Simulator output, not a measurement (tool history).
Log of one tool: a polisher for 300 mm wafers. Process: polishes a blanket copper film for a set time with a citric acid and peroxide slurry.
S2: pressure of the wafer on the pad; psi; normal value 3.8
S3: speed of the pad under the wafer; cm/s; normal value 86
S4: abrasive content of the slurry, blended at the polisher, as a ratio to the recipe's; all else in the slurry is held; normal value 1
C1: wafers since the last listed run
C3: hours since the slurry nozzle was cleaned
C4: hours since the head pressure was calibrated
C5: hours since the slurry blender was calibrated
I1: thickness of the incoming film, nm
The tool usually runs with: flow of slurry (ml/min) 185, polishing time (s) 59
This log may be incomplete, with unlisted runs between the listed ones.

run 1 hour=0 | flow_of_slurry_(ml/min)=185 S2=3.8 S3=86 S4=0.75 polishing_time_(s)=59 | C1=0 wafers_polished_on_this_pad=211 C3=270.8 C4=875.2 C5=357.3 | I1=843 | film_removed_(angstrom)=1382
run 2 hour=8.4 | flow_of_slurry_(ml/min)=185 S2=3.8 S3=86 S4=0.75 polishing_time_(s)=59 | C1=77 wafers_polished_on_this_pad=289 C3=279.2 C4=883.6 C5=365.7 | I1=827.8 | film_removed_(angstrom)=1368
run 3 hour=25.7 | flow_of_slurry_(ml/min)=185 S2=3.8 S3=86 S4=1 polishing_time_(s)=59 | C1=159 wafers_polished_on_this_pad=448 C3=296.5 C4=900.9 C5=383 | I1=832.3 | film_removed_(angstrom)=1450
run 4 hour=39.9 | flow_of_slurry_(ml/min)=185 S2=3.8 S3=86 S4=1.25 polishing_time_(s)=59 | C1=130 wafers_polished_on_this_pad=579 C3=310.7 C4=915.1 C5=397.2 | I1=833.2 | film_removed_(angstrom)=1510
-- hour=61.9 head pressure recalibrated
run 5 hour=76.1 | flow_of_slurry_(ml/min)=185 S2=3.8 S3=86 S4=1.25 polishing_time_(s)=59 | C1=315 wafers_polished_on_this_pad=895 C3=346.9 C4=14.2 C5=433.4 | I1=826.4 | film_removed_(angstrom)=1491
-- hour=80.5 worn pad replaced by a new one
-- hour=80.5 slurry blender recalibrated
run 6 hour=87.6 | flow_of_slurry_(ml/min)=185 S2=3.8 S3=86 S4=1 polishing_time_(s)=59 | C1=68 wafers_polished_on_this_pad=65 C3=358.4 C4=25.7 C5=7.1 | I1=832.1 | film_removed_(angstrom)=1448
run 7 hour=105 | flow_of_slurry_(ml/min)=185 S2=3.8 S3=86 S4=1 polishing_time_(s)=59 | C1=160 wafers_polished_on_this_pad=225 C3=375.8 C4=43.1 C5=24.5 | I1=821 | film_removed_(angstrom)=1437
run 8 hour=115.1 | flow_of_slurry_(ml/min)=185 S2=4.1 S3=86 S4=1 polishing_time_(s)=59 | C1=93 wafers_polished_on_this_pad=318 C3=385.9 C4=53.2 C5=34.6 | I1=831.9 | film_removed_(angstrom)=1535
run 9 hour=131.4 | flow_of_slurry_(ml/min)=185 S2=4.1 S3=86 S4=1 polishing_time_(s)=59 | C1=150 wafers_polished_on_this_pad=469 C3=402.2 C4=69.5 C5=50.9 | I1=829.4 | film_removed_(angstrom)=1517
run 10 hour=145.9 | flow_of_slurry_(ml/min)=185 S2=3.8 S3=86 S4=1 polishing_time_(s)=59 | C1=133 wafers_polished_on_this_pad=603 C3=416.7 C4=84 C5=65.4 | I1=830.2 | film_removed_(angstrom)=1372
-- hour=171.8 worn pad replaced by a new one
-- hour=181.4 slurry nozzle cleaned
run 11 hour=187.8 | flow_of_slurry_(ml/min)=185 S2=3.8 S3=86 S4=1 polishing_time_(s)=59 | C1=340 wafers_polished_on_this_pad=138 C3=6.4 C4=125.9 C5=107.3 | I1=825 | film_removed_(angstrom)=1521
run 12 hour=215.8 | flow_of_slurry_(ml/min)=185 S2=3.8 S3=86 S4=1 polishing_time_(s)=59 | C1=258 wafers_polished_on_this_pad=396 C3=34.4 C4=153.9 C5=135.3 | I1=832.3 | film_removed_(angstrom)=1490
run 13 hour=232.3 | flow_of_slurry_(ml/min)=185 S2=3.8 S3=86 S4=0.85 polishing_time_(s)=59 | C1=152 wafers_polished_on_this_pad=548 C3=50.9 C4=170.4 C5=151.8 | I1=837.7 | film_removed_(angstrom)=1434
run 14 hour=239.8 | flow_of_slurry_(ml/min)=165 S2=3.8 S3=58 S4=1 polishing_time_(s)=59 | C1=69 wafers_polished_on_this_pad=617 C3=58.4 C4=177.9 C5=159.3 | I1=811.6 | film_removed_(angstrom)=1058
run 15 hour=248.4 | flow_of_slurry_(ml/min)=185 S2=3.8 S3=86 S4=1 polishing_time_(s)=59 | C1=79 wafers_polished_on_this_pad=697 C3=67 C4=186.5 C5=167.9 | I1=817.6 | film_removed_(angstrom)=1472
-- hour=262.3 worn pad replaced by a new one
run 16 hour=262.8 | flow_of_slurry_(ml/min)=185 S2=3.8 S3=86 S4=1 polishing_time_(s)=59 | C1=95 wafers_polished_on_this_pad=4 C3=81.4 C4=200.9 C5=182.3 | I1=817.9 | film_removed_(angstrom)=1544
run 17 hour=269.8 | flow_of_slurry_(ml/min)=185 S2=2.8 S3=100 S4=1 polishing_time_(s)=59 | C1=64 wafers_polished_on_this_pad=69 C3=88.4 C4=207.9 C5=189.3 | I1=841.7 | film_removed_(angstrom)=1284
run 18 hour=283.5 | flow_of_slurry_(ml/min)=150 S2=3.8 S3=64 S4=1.2 polishing_time_(s)=76 | C1=126 wafers_polished_on_this_pad=195 C3=102.1 C4=221.6 C5=203 | I1=828.4 | film_removed_(angstrom)=1510
run 19 hour=301.8 | flow_of_slurry_(ml/min)=185 S2=3.8 S3=86 S4=0.7 polishing_time_(s)=76 | C1=168 wafers_polished_on_this_pad=364 C3=120.4 C4=239.9 C5=221.3 | I1=836.9 | film_removed_(angstrom)=1747
run 20 hour=308 | flow_of_slurry_(ml/min)=185 S2=3.8 S3=86 S4=1 polishing_time_(s)=59 | C1=57 wafers_polished_on_this_pad=421 C3=126.6 C4=246.1 C5=227.5 | I1=819 | film_removed_(angstrom)=1514
run 21 hour=315.3 | flow_of_slurry_(ml/min)=185 S2=4.2 S3=64 S4=1 polishing_time_(s)=59 | C1=67 wafers_polished_on_this_pad=488 C3=133.9 C4=253.4 C5=234.8 | I1=843.7 | film_removed_(angstrom)=1282
run 22 hour=325.1 | flow_of_slurry_(ml/min)=140 S2=3.8 S3=100 S4=0.9 polishing_time_(s)=59 | C1=90 wafers_polished_on_this_pad=579 C3=143.7 C4=263.2 C5=244.6 | I1=848.1 | film_removed_(angstrom)=1572
run 23 hour=335.9 | flow_of_slurry_(ml/min)=185 S2=5 S3=86 S4=1 polishing_time_(s)=46 | C1=99 wafers_polished_on_this_pad=678 C3=154.5 C4=274 C5=255.4 | I1=826.9 | film_removed_(angstrom)=1528
-- hour=347.9 worn pad replaced by a new one
run 24 hour=348.4 | flow_of_slurry_(ml/min)=185 S2=4.4 S3=68 S4=1.1 polishing_time_(s)=47 | C1=78 wafers_polished_on_this_pad=5 C3=167 C4=286.5 C5=267.9 | I1=836.2 | film_removed_(angstrom)=1167
run 25 hour=351.7 | flow_of_slurry_(ml/min)=130 S2=3.8 S3=86 S4=0.75 polishing_time_(s)=59 | C1=30 wafers_polished_on_this_pad=35 C3=170.3 C4=289.8 C5=271.2 | I1=840.1 | film_removed_(angstrom)=1370
run 26 hour=360.2 | flow_of_slurry_(ml/min)=185 S2=3.8 S3=86 S4=1 polishing_time_(s)=44 | C1=78 wafers_polished_on_this_pad=113 C3=178.8 C4=298.3 C5=279.7 | I1=818.6 | film_removed_(angstrom)=1109
run 27 hour=376.1 | flow_of_slurry_(ml/min)=185 S2=3.8 S3=86 S4=1 polishing_time_(s)=59 | C1=146 wafers_polished_on_this_pad=260 C3=194.7 C4=314.2 C5=295.6 | I1=846.2 | film_removed_(angstrom)=1484
run 28 hour=386.3 | flow_of_slurry_(ml/min)=185 S2=3.8 S3=86 S4=1 polishing_time_(s)=59 | C1=94 wafers_polished_on_this_pad=354 C3=204.9 C4=324.4 C5=305.8 | I1=830.2 | film_removed_(angstrom)=1470
run 29 hour=403.7 | flow_of_slurry_(ml/min)=140 S2=3.8 S3=100 S4=0.9 polishing_time_(s)=59 | C1=160 wafers_polished_on_this_pad=515 C3=222.3 C4=341.8 C5=323.2 | I1=814.8 | film_removed_(angstrom)=1571

Consider 5 possible next runs. They are alternatives, not a sequence: every one starts from the tool as it was left by run 29. What does each give?
run A hour=404.1 | flow_of_slurry_(ml/min)=185 S2=3.8 S3=86 S4=1 polishing_time_(s)=59 | C1=3 wafers_polished_on_this_pad=518 C3=222.7 C4=342.2 C5=323.6 | I1=828.1 | film_removed_(angstrom)=?
run B hour=404.1 | flow_of_slurry_(ml/min)=210 S2=3.8 S3=86 S4=0.9 polishing_time_(s)=38 | C1=3 wafers_polished_on_this_pad=518 C3=222.7 C4=342.2 C5=323.6 | I1=828.1 | film_removed_(angstrom)=?
run C hour=404.1 | flow_of_slurry_(ml/min)=185 S2=3.8 S3=86 S4=1 polishing_time_(s)=66 | C1=3 wafers_polished_on_this_pad=518 C3=222.7 C4=342.2 C5=323.6 | I1=828.1 | film_removed_(angstrom)=?
run D hour=404.1 | flow_of_slurry_(ml/min)=250 S2=3.8 S3=104 S4=0.85 polishing_time_(s)=44 | C1=3 wafers_polished_on_this_pad=518 C3=222.7 C4=342.2 C5=323.6 | I1=828.1 | film_removed_(angstrom)=?
run E hour=404.1 | flow_of_slurry_(ml/min)=185 S2=3.8 S3=60 S4=1 polishing_time_(s)=64 | C1=3 wafers_polished_on_this_pad=518 C3=222.7 C4=342.2 C5=323.6 | I1=828.1 | film_removed_(angstrom)=?

run=A film_removed_(angstrom)=1456
run=B film_removed_(angstrom)=929
run=C film_removed_(angstrom)=1629
run=D film_removed_(angstrom)=1277
run=E film_removed_(angstrom)=1168
With the hidden condition removed and each run's random variation left untouched, the same runs would have given:
run=A film_removed_(angstrom)=1535
run=B film_removed_(angstrom)=978
run=C film_removed_(angstrom)=1717
run=D film_removed_(angstrom)=1342
run=E film_removed_(angstrom)=1232
